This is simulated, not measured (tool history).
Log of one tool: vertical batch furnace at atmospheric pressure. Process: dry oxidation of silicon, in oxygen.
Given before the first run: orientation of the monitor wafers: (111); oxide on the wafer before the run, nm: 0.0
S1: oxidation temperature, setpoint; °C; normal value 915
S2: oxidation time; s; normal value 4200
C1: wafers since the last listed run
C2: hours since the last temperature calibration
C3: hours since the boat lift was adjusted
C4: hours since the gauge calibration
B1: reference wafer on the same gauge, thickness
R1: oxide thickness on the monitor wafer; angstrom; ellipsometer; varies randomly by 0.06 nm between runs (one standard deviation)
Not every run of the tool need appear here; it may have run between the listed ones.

run   hour   S1    S2   C1      C2      C3     C4     B1     R1
  1      0  935  4200    0  3650.4  3217.9   54.9   43.2  482.4
  2    9.4  935  4200   95  3659.8  3227.3   64.3   43.2  483.5
  3   31.7  915  4200  226  3682.1  3249.6   86.6   43.2  399.8
  4   47.2  915  4200  157  3697.6  3265.1  102.1  43.19  399.6
  5   59.4  915  4200  123  3709.8  3277.3  114.3   43.2  400.7
  6     76  898  4200  168  3726.4  3293.9  130.9  43.21  336.5
  7   93.3  898  4200  175  3743.7  3311.2  148.2   43.2    336
  8  114.1  915  4200  211  3764.5    3332    169   43.2  400.2
  9  127.3  915  4200  134  3777.7  3345.2  182.2   43.2  398.6
       159  -- thermocouples replaced and temperature profile calibrated
 10  159.5  915  4200   83     0.5  3377.4  214.4   43.2  398.7
 11  164.9  927  4200   54     5.9  3382.8  219.8   43.2  447.6
 12  170.4  926  2280   55    11.4  3388.3  225.3  43.21  292.3
 13  184.3  936  5550  141    25.3  3402.2  239.2   43.2  589.9
 14  207.5  915  4200  235    48.5  3425.4  262.4   43.2  400.2
     217.8  -- gauge calibrated
     235.4  -- boat lift adjusted
 15  235.9  901  4890   44    76.9     0.5   18.1   43.2  385.6
 16  249.9  915  5940  142    90.9    14.5   32.1   43.2    509
 17  268.5  915  4200  189   109.5    33.1   50.7  43.19  399.1
 18  288.5  897  4200  203   129.5    53.1   70.7   43.2    333
 19  304.4  938  3030  161   145.4      69   86.6   43.2    394

Alternative continuations, all from the tool just after run 19; predict every row:
  A   310  922  4200  56  151  74.6  92.2   ?   ?
  B   310  915  6090  56  151  74.6  92.2   ?   ?
  C   310  915  3300  56  151  74.6  92.2   ?   ?
  D   310  906  3330  56  151  74.6  92.2   ?   ?

run     B1     R1
  A  43.19  427.7
  B  43.19  517.1
  C  43.19  337.8
  D  43.19  310.6
Take away the tool's hidden state, keep each run's random variation, and the runs would have read:
run     R1
  A  427.7
  B  517.1
  C  337.8
  D  310.6
